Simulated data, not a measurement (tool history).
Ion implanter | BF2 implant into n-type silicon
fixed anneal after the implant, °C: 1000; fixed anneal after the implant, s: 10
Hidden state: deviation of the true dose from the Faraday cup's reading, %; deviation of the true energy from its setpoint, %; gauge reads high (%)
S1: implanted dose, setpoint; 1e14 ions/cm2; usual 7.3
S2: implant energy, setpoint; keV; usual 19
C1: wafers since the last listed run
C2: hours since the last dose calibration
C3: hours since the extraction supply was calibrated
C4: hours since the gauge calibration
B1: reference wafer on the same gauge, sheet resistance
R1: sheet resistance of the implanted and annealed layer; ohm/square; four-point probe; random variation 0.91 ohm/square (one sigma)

Run 1, hour 0: usual settings but S1 7.92 1e14 ions/cm2, S2 16 keV; C1 0; C2 680.1; C3 2897.9; C4 480.1; B1 196.8. Result: R1 236.32 ohm/square.
Run 2, hour 45.8: usual settings but S1 7.92 1e14 ions/cm2, S2 16 keV; C1 629; C2 725.9; C3 2943.7; C4 525.9; B1 196.62. Result: R1 236.21 ohm/square.
Run 3, hour 108.9: usual settings but S1 7.92 1e14 ions/cm2, S2 16 keV; C1 867; C2 789; C3 3006.8; C4 589; B1 195.96. Result: R1 235 ohm/square.
Run 4, hour 159.7: usual settings but S1 5.72 1e14 ions/cm2; C1 698; C2 839.8; C3 3057.6; C4 639.8; B1 196.19. Result: R1 246.11 ohm/square.
Run 5, hour 220.8: usual settings but S1 5.72 1e14 ions/cm2; C1 839; C2 900.9; C3 3118.7; C4 700.9; B1 195.84. Result: R1 248.32 ohm/square.
Run 6, hour 249.1: usual settings but S1 5.72 1e14 ions/cm2; C1 388; C2 929.2; C3 3147; C4 729.2; B1 195.51. Result: R1 246.99 ohm/square.
Run 7, hour 308.6: usual settings but S1 6.71 1e14 ions/cm2, S2 16 keV; C1 817; C2 988.7; C3 3206.5; C4 788.7; B1 195.3. Result: R1 245.19 ohm/square.
Run 8, hour 378.7: usual settings but S2 23.5 keV; C1 963; C2 1058.8; C3 3276.6; C4 858.8; B1 194.98. Result: R1 203.64 ohm/square.
Run 9, hour 404.1: usual settings but S2 23.5 keV; C1 349; C2 1084.2; C3 3302; C4 884.2; B1 194.45. Result: R1 203.62 ohm/square.
Run 10, hour 473.2: usual settings; C1 949; C2 1153.3; C3 3371.1; C4 953.3; B1 194.37. Result: R1 221.47 ohm/square.
Run 11, hour 516.4: usual settings; C1 593; C2 1196.5; C3 3414.3; C4 996.5; B1 194.48. Result: R1 220.9 ohm/square.
Run 12, hour 544.1: usual settings; C1 380; C2 1224.2; C3 3442; C4 1024.2; B1 194.02. Result: R1 221.39 ohm/square.
At hour 548.6: gauge calibrated.
Run 13, hour 594.6: usual settings but S2 15.5 keV; C1 694; C2 1274.7; C3 3492.5; C4 46; B1 197.53. Result: R1 244.56 ohm/square.
Run 14, hour 659.8: usual settings but S2 15.5 keV; C1 896; C2 1339.9; C3 3557.7; C4 111.2; B1 197.35. Result: R1 245.75 ohm/square.
Run 15, hour 717.7: usual settings but S2 22 keV; C1 795; C2 1397.8; C3 3615.6; C4 169.1; B1 197.46. Result: R1 211.49 ohm/square.
Run 16, hour 770.3: usual settings but S1 5.72 1e14 ions/cm2; C1 722; C2 1450.4; C3 3668.2; C4 221.7; B1 197.31. Result: R1 248.45 ohm/square.
Run 17, hour 831.1: usual settings but S1 8.16 1e14 ions/cm2; C1 835; C2 1511.2; C3 3729; C4 282.5; B1 197.18. Result: R1 218.14 ohm/square.
Run 18, hour 893.6: usual settings but S1 9.03 1e14 ions/cm2, S2 21.5 keV; C1 858; C2 1573.7; C3 3791.5; C4 345; B1 197.16. Result: R1 199.91 ohm/square.
Run 19, hour 940.9: usual settings but S1 5.85 1e14 ions/cm2, S2 15.5 keV; C1 650; C2 1621; C3 3838.8; C4 392.3; B1 196.87. Result: R1 263.85 ohm/square.
Run 20, hour 996.9: usual settings; C1 769; C2 1677; C3 3894.8; C4 448.3; B1 196.95. Result: R1 225.67 ohm/square.
Run 21, hour 1021.1: usual settings; C1 332; C2 1701.2; C3 3919; C4 472.5; B1 196.62. Result: R1 223.17 ohm/square.
Run 22, hour 1092.7: usual settings but S1 8.7 1e14 ions/cm2, S2 16.5 keV; C1 984; C2 1772.8; C3 3990.6; C4 544.1; B1 196.61. Result: R1 228.17 ohm/square.
Run 23, hour 1130.4: usual settings; C1 518; C2 1810.5; C3 4028.3; C4 581.8; B1 196.27. Result: R1 224.94 ohm/square.
At hour 1139.7: extraction supply calibrated.
Run 24, hour 1179.2: usual settings but S1 8.94 1e14 ions/cm2, S2 25 keV; C1 560; C2 1859.3; C3 39.5; C4 630.6; B1 196.02. Result: R1 186.28 ohm/square.
At hour 1190.7: Faraday cup replaced and dose calibrated.
Run 25, hour 1227.7: usual settings but S1 6.62 1e14 ions/cm2, S2 23.5 keV; C1 556; C2 37; C3 88; C4 679.1; B1 195.81. Result: R1 212 ohm/square.
Run 26, hour 1285.9: usual settings but S1 8.7 1e14 ions/cm2, S2 16.5 keV; C1 799; C2 95.2; C3 146.2; C4 737.3; B1 195.43. Result: R1 228.37 ohm/square.
Run 27, hour 1340.9: usual settings but S2 25 keV; C1 755; C2 150.2; C3 201.2; C4 792.3; B1 195.36. Result: R1 199.01 ohm/square.
Run 28, hour 1375.5: usual settings but S1 8.45 1e14 ions/cm2, S2 13.5 keV; C1 475; C2 184.8; C3 235.8; C4 826.9; B1 195.08. Result: R1 250.62 ohm/square.
Run 29, hour 1444.4: usual settings; C1 946; C2 253.7; C3 304.7; C4 895.8; B1 194.78. Result: R1 221.92 ohm/square.
Run 30, hour 1506.3: usual settings; C1 850; C2 315.6; C3 366.6; C4 957.7; B1 193.94. Result: R1 221.04 ohm/square.
Run 31, hour 1535.1: usual settings but S1 9.38 1e14 ions/cm2; C1 395; C2 344.4; C3 395.4; C4 986.5; B1 194.04. Result: R1 208.23 ohm/square.

How the hidden state differs across the entries between the runs, from the last listed run before each to the first after it:
Between runs 12 and 13: gauge calibrated (hour 548.6)
  gauge reads high (%): -1.6 -> 0.197
  measured less the result without the state, R1: -3.6 -> +0.48 ohm/square
Between runs 23 and 24: extraction supply calibrated (hour 1139.7)
  gauge reads high (%): -0.393 -> -0.497
  measured less the result without the state, R1: -0.89 -> -0.93 ohm/square
Between runs 24 and 25: Faraday cup replaced and dose calibrated (hour 1190.7)
  gauge reads high (%): -0.497 -> -0.608
  measured less the result without the state, R1: -0.93 -> -1.29 ohm/square

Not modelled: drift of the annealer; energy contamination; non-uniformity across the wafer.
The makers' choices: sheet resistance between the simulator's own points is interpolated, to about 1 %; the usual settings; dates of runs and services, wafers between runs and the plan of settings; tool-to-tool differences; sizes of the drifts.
